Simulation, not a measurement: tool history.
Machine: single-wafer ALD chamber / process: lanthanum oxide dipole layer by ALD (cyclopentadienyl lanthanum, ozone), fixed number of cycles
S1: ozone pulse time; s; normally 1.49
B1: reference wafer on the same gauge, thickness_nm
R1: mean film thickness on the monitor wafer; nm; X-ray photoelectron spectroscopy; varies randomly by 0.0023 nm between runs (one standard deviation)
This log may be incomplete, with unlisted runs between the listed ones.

run 1 hour=0 | S1=1.8 | B1=0.492 | R1=0.571
run 2 hour=65.7 | S1=1.8 | B1=0.491 | R1=0.576
run 3 hour=114.3 | S1=1.8 | B1=0.492 | R1=0.575
-- hour=126 ozone generator serviced
run 4 hour=172.6 | S1=1.49 | B1=0.492 | R1=0.566
run 5 hour=238.1 | S1=1.49 | B1=0.492 | R1=0.562
run 6 hour=306.4 | S1=1.94 | B1=0.492 | R1=0.577
run 7 hour=337.7 | S1=1.83 | B1=0.492 | R1=0.574
run 8 hour=402.8 | S1=1.83 | B1=0.492 | R1=0.572
run 9 hour=462.6 | S1=1.83 | B1=0.492 | R1=0.573
run 10 hour=518.8 | S1=1.33 | B1=0.492 | R1=0.559
run 11 hour=586.9 | S1=1.33 | B1=0.492 | R1=0.556
run 12 hour=639.9 | S1=1.49 | B1=0.492 | R1=0.563
run 13 hour=701.1 | S1=1.49 | B1=0.492 | R1=0.561
-- hour=728.4 gauge calibrated
run 14 hour=771.9 | S1=1.49 | B1=0.492 | R1=0.56
run 15 hour=830.8 | S1=1.49 | B1=0.492 | R1=0.563
-- hour=857.9 thermocouple changed; heater temperature recalibrated
run 16 hour=868.6 | S1=1.49 | B1=0.492 | R1=0.563
run 17 hour=928.2 | S1=1.15 | B1=0.492 | R1=0.545
run 18 hour=1122.7 | S1=1.49 | B1=0.492 | R1=0.568
run 19 hour=1181.7 | S1=1.81 | B1=0.492 | R1=0.57
run 20 hour=1233.1 | S1=1.49 | B1=0.492 | R1=0.563
-- hour=1263.9 ozone generator serviced
run 21 hour=1296.6 | S1=0.99 | B1=0.491 | R1=0.54
-- hour=1352.2 showerhead replaced
run 22 hour=1366.5 | S1=1.49 | B1=0.492 | R1=0.566
run 23 hour=1404.8 | S1=1.49 | B1=0.492 | R1=0.559
run 24 hour=1459.3 | S1=1.11 | B1=0.492 | R1=0.545
run 25 hour=1505.4 | S1=1.7 | B1=0.492 | R1=0.572
run 26 hour=1562 | S1=1.29 | B1=0.492 | R1=0.559
run 27 hour=1612.8 | S1=0.96 | B1=0.492 | R1=0.535
run 28 hour=1675.7 | S1=1.49 | B1=0.492 | R1=0.562
run 29 hour=1732.8 | S1=2.05 | B1=0.492 | R1=0.58
run 30 hour=1759 | S1=1.99 | B1=0.492 | R1=0.576
run 31 hour=1804.6 | S1=1.33 | B1=0.492 | R1=0.559

Each row is a separate what-if for the run after 31, all from the same tool condition, not one after another. Results?
run A hour=1805 | S1=0.94 | B1=? | R1=?
run B hour=1805 | S1=1.84 | B1=? | R1=?
run C hour=1805 | S1=1.87 | B1=? | R1=?

run=A B1=0.492 R1=0.536
run=B B1=0.492 R1=0.576
run=C B1=0.492 R1=0.577
Without the tool's unlogged condition, the same runs would have read:
run=A R1=0.536
run=B R1=0.576
run=C R1=0.577

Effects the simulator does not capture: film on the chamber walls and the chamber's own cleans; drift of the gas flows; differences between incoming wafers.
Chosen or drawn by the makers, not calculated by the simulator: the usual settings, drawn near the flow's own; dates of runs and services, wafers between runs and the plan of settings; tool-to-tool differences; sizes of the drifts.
